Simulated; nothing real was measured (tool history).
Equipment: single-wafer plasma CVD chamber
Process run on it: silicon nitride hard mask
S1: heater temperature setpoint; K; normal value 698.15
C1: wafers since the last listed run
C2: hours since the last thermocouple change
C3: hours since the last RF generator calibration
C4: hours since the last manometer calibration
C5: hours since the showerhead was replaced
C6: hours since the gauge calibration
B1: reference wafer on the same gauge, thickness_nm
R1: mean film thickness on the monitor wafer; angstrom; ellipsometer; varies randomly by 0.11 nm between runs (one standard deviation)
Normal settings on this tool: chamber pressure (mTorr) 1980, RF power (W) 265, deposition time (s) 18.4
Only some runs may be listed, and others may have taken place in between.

Run 1, hour 0: usual settings but deposition time (s) 20.2; C1 0; C2 2021.6; C3 881.5; C4 1632.3; C5 4318.5; C6 265.1; B1 22.095. Result: R1 228.4 angstrom.
Run 2, hour 84.7: usual settings but deposition time (s) 20.2; C1 2482; C2 2106.3; C3 966.2; C4 1717; C5 4403.2; C6 349.8; B1 22.099. Result: R1 227.18 angstrom.
Run 3, hour 150.8: usual settings but deposition time (s) 20.2; C1 1937; C2 2172.4; C3 1032.3; C4 1783.1; C5 4469.3; C6 415.9; B1 22.096. Result: R1 229.86 angstrom.
Run 4, hour 204.9: usual settings but S1 703.15 K; C1 1585; C2 2226.5; C3 1086.4; C4 1837.2; C5 4523.4; C6 470; B1 22.084. Result: R1 206.97 angstrom.
Run 5, hour 280.7: usual settings but S1 703.15 K; C1 2221; C2 2302.3; C3 1162.2; C4 1913; C5 4599.2; C6 545.8; B1 22.134. Result: R1 207.63 angstrom.
Run 6, hour 362.3: usual settings but S1 703.15 K; C1 2391; C2 2383.9; C3 1243.8; C4 1994.6; C5 4680.8; C6 627.4; B1 22.064. Result: R1 205.66 angstrom.
Run 7, hour 404.8: usual settings; C1 1245; C2 2426.4; C3 1286.3; C4 2037.1; C5 4723.3; C6 669.9; B1 22.068. Result: R1 207.57 angstrom.
Run 8, hour 458.9: usual settings; C1 1585; C2 2480.5; C3 1340.4; C4 2091.2; C5 4777.4; C6 724; B1 22.059. Result: R1 207.15 angstrom.
Run 9, hour 522.4: usual settings but chamber pressure (mTorr) 1690, deposition time (s) 16.4; C1 1861; C2 2544; C3 1403.9; C4 2154.7; C5 4840.9; C6 787.5; B1 22.089. Result: R1 174.63 angstrom.
Run 10, hour 629.7: usual settings but chamber pressure (mTorr) 2200, deposition time (s) 17.5; C1 3145; C2 2651.3; C3 1511.2; C4 2262; C5 4948.2; C6 894.8; B1 22.099. Result: R1 203.45 angstrom.
Run 11, hour 669.7: usual settings but chamber pressure (mTorr) 2200, deposition time (s) 17.5; C1 1172; C2 2691.3; C3 1551.2; C4 2302; C5 4988.2; C6 934.8; B1 22.131. Result: R1 201.46 angstrom.

Predict the results of run 12:
Run 12, hour 732.1: usual settings but S1 707.15 K; C1 1829; C2 2753.7; C3 1613.6; C4 2364.4; C5 5050.6; C6 997.2; B1 ?. Result: R1 ?.

{"run 12": {"B1": 22.039, "R1": 205.61}}
The same run, on a tool lacking any hidden state, would have yielded R1 205.61 angstrom.
